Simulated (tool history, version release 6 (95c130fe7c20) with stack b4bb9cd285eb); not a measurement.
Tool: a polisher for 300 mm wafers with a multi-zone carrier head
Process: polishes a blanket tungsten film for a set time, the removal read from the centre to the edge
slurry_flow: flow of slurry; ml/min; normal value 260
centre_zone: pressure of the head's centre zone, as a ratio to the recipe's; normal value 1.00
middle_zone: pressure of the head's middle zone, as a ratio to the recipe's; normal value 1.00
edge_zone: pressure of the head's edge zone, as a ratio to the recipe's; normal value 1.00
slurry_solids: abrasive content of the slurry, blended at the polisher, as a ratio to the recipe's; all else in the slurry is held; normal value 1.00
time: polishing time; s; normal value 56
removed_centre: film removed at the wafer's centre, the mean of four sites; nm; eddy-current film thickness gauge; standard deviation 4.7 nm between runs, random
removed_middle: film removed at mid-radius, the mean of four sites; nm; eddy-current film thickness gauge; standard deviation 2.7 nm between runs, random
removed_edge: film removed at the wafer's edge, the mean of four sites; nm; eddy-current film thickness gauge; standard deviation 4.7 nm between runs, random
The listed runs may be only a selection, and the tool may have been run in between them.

run	day	slurry_flow	centre_zone	middle_zone	edge_zone	slurry_solids	time	wafers since the last listed run	wafers polished on this pad	hours since the slurry nozzle was cleaned	hours since the centre zone pressure was calibrated	hours since the edge zone pressure was calibrated	hours since the carrier head's membrane was replaced	incoming thickness of the incoming film, nm	removed_centre	removed_middle	removed_edge
1	0.000	260	1.00	1.08	1.00	1.00	56	0	569	10.7	621.8	939.8	82.7	931.9	295.1	354.0	341.2
2	1.346	260	1.00	1.08	1.00	1.00	56	393	963	43.0	654.1	972.1	115.0	911.5	286.3	348.9	340.7
# day 2.950: centre zone pressure recalibrated
3	3.500	295	1.00	0.97	1.00	1.00	56	606	1569	94.7	13.2	1023.8	166.7	930.2	325.5	321.7	341.9
# day 4.646: edge zone pressure recalibrated
4	4.896	260	1.00	1.00	1.00	1.00	56	384	1953	128.2	46.7	6.0	200.2	915.8	329.1	332.9	329.9
5	6.071	260	1.00	1.00	1.05	1.00	56	343	2297	156.4	74.9	34.2	228.4	942.7	325.9	330.1	344.1
6	7.046	260	1.00	1.11	1.04	1.00	56	285	2583	179.8	98.3	57.6	251.8	927.2	323.7	356.9	335.7
7	7.788	260	1.00	1.00	1.00	1.00	56	217	2800	197.6	116.1	75.4	269.6	942.0	325.2	327.7	328.6
# day 8.196: worn pad replaced by a new one
8	9.154	260	0.97	1.00	1.12	1.00	62	351	279	230.4	148.9	108.2	302.4	937.0	341.8	363.7	395.5
9	10.408	260	0.90	1.09	0.93	1.00	42	367	647	260.5	179.0	138.3	332.5	936.5	219.4	262.3	237.3
10	11.742	350	1.00	1.00	1.07	1.00	56	390	1037	292.5	211.0	170.3	364.5	915.0	334.2	337.1	349.1
11	13.004	260	1.06	1.00	1.00	1.00	56	369	1406	322.8	241.3	200.6	394.8	940.3	345.7	328.9	333.9
12	14.117	260	1.00	1.00	1.00	1.00	56	325	1732	349.5	268.0	227.3	421.5	949.9	323.8	330.0	339.5
13	15.058	285	1.00	1.00	0.93	1.00	56	275	2008	372.1	290.6	249.9	444.1	929.4	323.7	334.1	320.0
14	16.262	350	1.00	1.12	1.00	0.80	62	352	2360	401.0	319.5	278.8	473.0	931.0	330.4	380.2	349.1
15	17.521	260	1.00	1.00	1.05	0.85	56	368	2729	431.2	349.7	309.0	503.2	938.2	294.1	312.8	320.9
# day 18.429: worn pad replaced by a new one
16	18.508	260	1.00	1.00	1.00	1.00	38	240	23	454.9	373.4	332.7	526.9	914.9	215.6	223.3	231.3
17	19.533	260	1.00	0.95	1.00	1.00	56	300	323	479.5	398.0	357.3	551.5	923.7	307.4	314.5	336.2
18	20.804	260	1.00	1.00	1.06	0.80	69	371	695	510.0	428.5	387.8	582.0	919.0	349.4	376.3	387.1
19	22.104	260	1.00	1.11	1.00	1.00	71	380	1075	541.2	459.7	419.0	613.2	946.3	384.8	448.1	428.4
# day 22.500: slurry nozzle cleaned
20	23.521	260	1.09	1.00	1.12	1.00	56	402	1478	24.5	493.7	453.0	647.2	914.9	330.4	331.3	350.1
21	25.000	320	1.00	1.00	1.08	1.15	56	432	1911	60.0	529.2	488.5	682.7	922.3	306.5	354.5	373.1
22	25.746	260	1.00	1.00	1.05	1.00	56	218	2129	77.9	547.1	506.4	700.6	932.5	299.6	329.5	338.0

Below are 4 alternative next runs, each starting from the tool's condition after run 22. Predict each:
A	25.762	260	1.00	1.00	1.00	1.10	56	4	2134	78.3	547.5	506.8	701.0	928.5	?	?	?
B	25.762	260	1.09	1.07	0.88	1.00	56	4	2134	78.3	547.5	506.8	701.0	928.5	?	?	?
C	25.762	260	1.00	1.00	1.00	1.00	41	4	2134	78.3	547.5	506.8	701.0	928.5	?	?	?
D	25.762	260	0.91	1.00	1.00	1.00	40	4	2134	78.3	547.5	506.8	701.0	928.5	?	?	?

run	removed_centre	removed_middle	removed_edge
A	306.1	339.9	343.0
B	324.2	346.5	312.9
C	217.3	241.3	243.4
D	192.6	235.5	237.5
The same runs, with their run-to-run variation unchanged, on a tool lacking any hidden condition would have given:
run	removed_centre	removed_middle	removed_edge
A	344.4	339.7	343.0
B	364.3	346.3	312.9
C	244.5	241.1	243.4
D	216.9	235.3	237.5

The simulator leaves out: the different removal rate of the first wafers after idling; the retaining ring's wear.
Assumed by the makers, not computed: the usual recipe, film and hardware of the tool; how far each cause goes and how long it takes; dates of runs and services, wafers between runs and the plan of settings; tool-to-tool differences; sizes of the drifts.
